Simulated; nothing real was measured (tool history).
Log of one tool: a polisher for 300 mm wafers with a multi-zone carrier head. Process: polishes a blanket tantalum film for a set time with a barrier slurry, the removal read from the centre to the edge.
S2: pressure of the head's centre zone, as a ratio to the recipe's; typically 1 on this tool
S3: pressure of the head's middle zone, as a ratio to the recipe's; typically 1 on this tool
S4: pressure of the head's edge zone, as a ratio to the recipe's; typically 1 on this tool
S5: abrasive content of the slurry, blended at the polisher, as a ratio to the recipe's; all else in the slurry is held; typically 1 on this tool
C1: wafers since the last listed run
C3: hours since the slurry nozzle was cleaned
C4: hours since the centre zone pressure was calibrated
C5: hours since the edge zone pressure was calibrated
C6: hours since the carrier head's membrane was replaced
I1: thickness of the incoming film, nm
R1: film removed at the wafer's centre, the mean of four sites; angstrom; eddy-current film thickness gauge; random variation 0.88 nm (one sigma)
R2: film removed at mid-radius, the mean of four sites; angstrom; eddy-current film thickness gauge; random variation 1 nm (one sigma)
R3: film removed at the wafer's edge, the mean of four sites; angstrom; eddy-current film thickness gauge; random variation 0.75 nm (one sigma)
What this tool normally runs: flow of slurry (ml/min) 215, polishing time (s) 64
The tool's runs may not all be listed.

{"run": 1, "hour": 0.0, "flow of slurry (ml/min)": 215, "S2": 1, "S3": 1, "S4": 1, "S5": 1, "polishing time (s)": 64, "C1": 0, "wafers polished on this pad": 331, "C3": 125.6, "C4": 591.8, "C5": 551.5, "C6": 99.7, "I1": 426.3, "R1": 1073, "R2": 1024, "R3": 1098}
{"hour": 5.5, "done": "centre zone pressure recalibrated"}
{"run": 2, "hour": 11.9, "flow of slurry (ml/min)": 215, "S2": 0.88, "S3": 1, "S4": 1.09, "S5": 1, "polishing time (s)": 64, "C1": 53, "wafers polished on this pad": 385, "C3": 137.5, "C4": 6.4, "C5": 563.4, "C6": 111.6, "I1": 418.9, "R1": 959, "R2": 1041, "R3": 1140}
{"run": 3, "hour": 29.5, "flow of slurry (ml/min)": 215, "S2": 1, "S3": 1, "S4": 1.07, "S5": 1, "polishing time (s)": 50, "C1": 95, "wafers polished on this pad": 480, "C3": 155.1, "C4": 24, "C5": 581, "C6": 129.2, "I1": 423.3, "R1": 817, "R2": 826, "R3": 887}
{"run": 4, "hour": 46.1, "flow of slurry (ml/min)": 215, "S2": 1, "S3": 1, "S4": 1, "S5": 1, "polishing time (s)": 64, "C1": 90, "wafers polished on this pad": 570, "C3": 171.7, "C4": 40.6, "C5": 597.6, "C6": 145.8, "I1": 423.5, "R1": 1051, "R2": 1031, "R3": 1109}
{"hour": 56.1, "done": "worn pad replaced by a new one"}
{"run": 5, "hour": 60.1, "flow of slurry (ml/min)": 215, "S2": 1, "S3": 1.03, "S4": 1.12, "S5": 0.7, "polishing time (s)": 45, "C1": 54, "wafers polished on this pad": 21, "C3": 185.7, "C4": 54.6, "C5": 611.6, "C6": 159.8, "I1": 419.9, "R1": 679, "R2": 678, "R3": 740}
{"hour": 73.5, "done": "edge zone pressure recalibrated"}
{"run": 6, "hour": 74.1, "flow of slurry (ml/min)": 270, "S2": 1, "S3": 0.89, "S4": 0.95, "S5": 1, "polishing time (s)": 78, "C1": 65, "wafers polished on this pad": 86, "C3": 199.7, "C4": 68.6, "C5": 0.6, "C6": 173.8, "I1": 419.4, "R1": 1360, "R2": 1187, "R3": 1362}
{"run": 7, "hour": 87.5, "flow of slurry (ml/min)": 215, "S2": 1, "S3": 1, "S4": 1, "S5": 1, "polishing time (s)": 64, "C1": 72, "wafers polished on this pad": 159, "C3": 213.1, "C4": 82, "C5": 14, "C6": 187.2, "I1": 425.6, "R1": 1044, "R2": 1018, "R3": 1102}
{"run": 8, "hour": 100.9, "flow of slurry (ml/min)": 215, "S2": 1, "S3": 1, "S4": 1, "S5": 1, "polishing time (s)": 64, "C1": 72, "wafers polished on this pad": 232, "C3": 226.5, "C4": 95.4, "C5": 27.4, "C6": 200.6, "I1": 416, "R1": 1044, "R2": 1011, "R3": 1097}
{"run": 9, "hour": 108.7, "flow of slurry (ml/min)": 235, "S2": 1, "S3": 0.91, "S4": 1, "S5": 0.8, "polishing time (s)": 77, "C1": 42, "wafers polished on this pad": 274, "C3": 234.3, "C4": 103.2, "C5": 35.2, "C6": 208.4, "I1": 425.9, "R1": 1234, "R2": 1100, "R3": 1275}
{"run": 10, "hour": 122.0, "flow of slurry (ml/min)": 215, "S2": 1, "S3": 1, "S4": 1, "S5": 1, "polishing time (s)": 72, "C1": 72, "wafers polished on this pad": 346, "C3": 247.6, "C4": 116.5, "C5": 48.5, "C6": 221.7, "I1": 415.9, "R1": 1171, "R2": 1150, "R3": 1243}
{"run": 11, "hour": 133.4, "flow of slurry (ml/min)": 215, "S2": 1, "S3": 1.08, "S4": 1, "S5": 1, "polishing time (s)": 64, "C1": 61, "wafers polished on this pad": 408, "C3": 259, "C4": 127.9, "C5": 59.9, "C6": 233.1, "I1": 416.7, "R1": 1054, "R2": 1077, "R3": 1100}
{"run": 12, "hour": 140.8, "flow of slurry (ml/min)": 140, "S2": 1, "S3": 1, "S4": 1, "S5": 1, "polishing time (s)": 64, "C1": 40, "wafers polished on this pad": 448, "C3": 266.4, "C4": 135.3, "C5": 67.3, "C6": 240.5, "I1": 423.1, "R1": 834, "R2": 836, "R3": 958}
{"hour": 153.8, "done": "slurry nozzle cleaned"}
{"run": 13, "hour": 155.9, "flow of slurry (ml/min)": 215, "S2": 1, "S3": 1, "S4": 1, "S5": 1, "polishing time (s)": 64, "C1": 76, "wafers polished on this pad": 525, "C3": 2.1, "C4": 150.4, "C5": 82.4, "C6": 255.6, "I1": 424.4, "R1": 1114, "R2": 1078, "R3": 1129}
{"run": 14, "hour": 168.7, "flow of slurry (ml/min)": 215, "S2": 0.91, "S3": 1, "S4": 1.05, "S5": 1.2, "polishing time (s)": 64, "C1": 69, "wafers polished on this pad": 594, "C3": 14.9, "C4": 163.2, "C5": 95.2, "C6": 268.4, "I1": 415.9, "R1": 1065, "R2": 1114, "R3": 1207}
{"run": 15, "hour": 175.0, "flow of slurry (ml/min)": 215, "S2": 1, "S3": 1, "S4": 1, "S5": 1, "polishing time (s)": 64, "C1": 34, "wafers polished on this pad": 629, "C3": 21.2, "C4": 169.5, "C5": 101.5, "C6": 274.7, "I1": 422, "R1": 1091, "R2": 1060, "R3": 1132}
{"hour": 182.1, "done": "worn pad replaced by a new one"}
{"run": 16, "hour": 190.4, "flow of slurry (ml/min)": 145, "S2": 1, "S3": 1, "S4": 1, "S5": 1, "polishing time (s)": 64, "C1": 61, "wafers polished on this pad": 45, "C3": 36.6, "C4": 184.9, "C5": 116.9, "C6": 290.1, "I1": 425.4, "R1": 924, "R2": 930, "R3": 1014}
{"run": 17, "hour": 204.2, "flow of slurry (ml/min)": 215, "S2": 0.92, "S3": 1, "S4": 1, "S5": 1, "polishing time (s)": 64, "C1": 74, "wafers polished on this pad": 120, "C3": 50.4, "C4": 198.7, "C5": 130.7, "C6": 303.9, "I1": 418.2, "R1": 1002, "R2": 1052, "R3": 1126}
{"run": 18, "hour": 221.5, "flow of slurry (ml/min)": 215, "S2": 0.88, "S3": 1, "S4": 1.09, "S5": 1, "polishing time (s)": 64, "C1": 93, "wafers polished on this pad": 214, "C3": 67.7, "C4": 216, "C5": 148, "C6": 321.2, "I1": 419.2, "R1": 984, "R2": 1059, "R3": 1162}
{"run": 19, "hour": 237.6, "flow of slurry (ml/min)": 160, "S2": 1, "S3": 1, "S4": 1.07, "S5": 0.9, "polishing time (s)": 85, "C1": 87, "wafers polished on this pad": 301, "C3": 83.8, "C4": 232.1, "C5": 164.1, "C6": 337.3, "I1": 420, "R1": 1223, "R2": 1226, "R3": 1394}
{"run": 20, "hour": 254.0, "flow of slurry (ml/min)": 215, "S2": 0.95, "S3": 1, "S4": 1, "S5": 1, "polishing time (s)": 85, "C1": 88, "wafers polished on this pad": 390, "C3": 100.2, "C4": 248.5, "C5": 180.5, "C6": 353.7, "I1": 417.5, "R1": 1378, "R2": 1401, "R3": 1481}
{"run": 21, "hour": 269.0, "flow of slurry (ml/min)": 215, "S2": 1, "S3": 1, "S4": 1, "S5": 1, "polishing time (s)": 64, "C1": 81, "wafers polished on this pad": 471, "C3": 115.2, "C4": 263.5, "C5": 195.5, "C6": 368.7, "I1": 415.8, "R1": 1048, "R2": 1031, "R3": 1099}
{"run": 22, "hour": 281.2, "flow of slurry (ml/min)": 215, "S2": 1, "S3": 0.91, "S4": 1, "S5": 1.2, "polishing time (s)": 64, "C1": 66, "wafers polished on this pad": 537, "C3": 127.4, "C4": 275.7, "C5": 207.7, "C6": 380.9, "I1": 416.2, "R1": 1108, "R2": 996, "R3": 1133}
{"run": 23, "hour": 291.1, "flow of slurry (ml/min)": 215, "S2": 1, "S3": 1, "S4": 1, "S5": 1.2, "polishing time (s)": 64, "C1": 53, "wafers polished on this pad": 591, "C3": 137.3, "C4": 285.6, "C5": 217.6, "C6": 390.8, "I1": 417.1, "R1": 1112, "R2": 1076, "R3": 1141}

3 options for the next run, each taken on its own from the tool as it stands now. Forecast them:
{"run": "A", "hour": 291.5, "flow of slurry (ml/min)": 215, "S2": 0.95, "S3": 1, "S4": 1, "S5": 1, "polishing time (s)": 64, "C1": 2, "wafers polished on this pad": 593, "C3": 137.7, "C4": 286, "C5": 218, "C6": 391.2, "I1": 422.9, "R1": "?", "R2": "?", "R3": "?"}
{"run": "B", "hour": 291.5, "flow of slurry (ml/min)": 215, "S2": 1.04, "S3": 0.97, "S4": 1, "S5": 0.9, "polishing time (s)": 80, "C1": 2, "wafers polished on this pad": 593, "C3": 137.7, "C4": 286, "C5": 218, "C6": 391.2, "I1": 422.9, "R1": "?", "R2": "?", "R3": "?"}
{"run": "C", "hour": 291.5, "flow of slurry (ml/min)": 215, "S2": 0.97, "S3": 1, "S4": 1, "S5": 0.75, "polishing time (s)": 64, "C1": 2, "wafers polished on this pad": 593, "C3": 137.7, "C4": 286, "C5": 218, "C6": 391.2, "I1": 422.9, "R1": "?", "R2": "?", "R3": "?"}

run=A R1=1021 R2=1022 R3=1101
run=B R1=1327 R2=1212 R3=1342
run=C R1=963 R2=949 R3=1023
Stripped of hidden state, with their random variation kept, the same runs would have yielded:
run=A R1=1064 R2=1060 R3=1132
run=B R1=1383 R2=1258 R3=1379
run=C R1=1003 R2=985 R3=1051
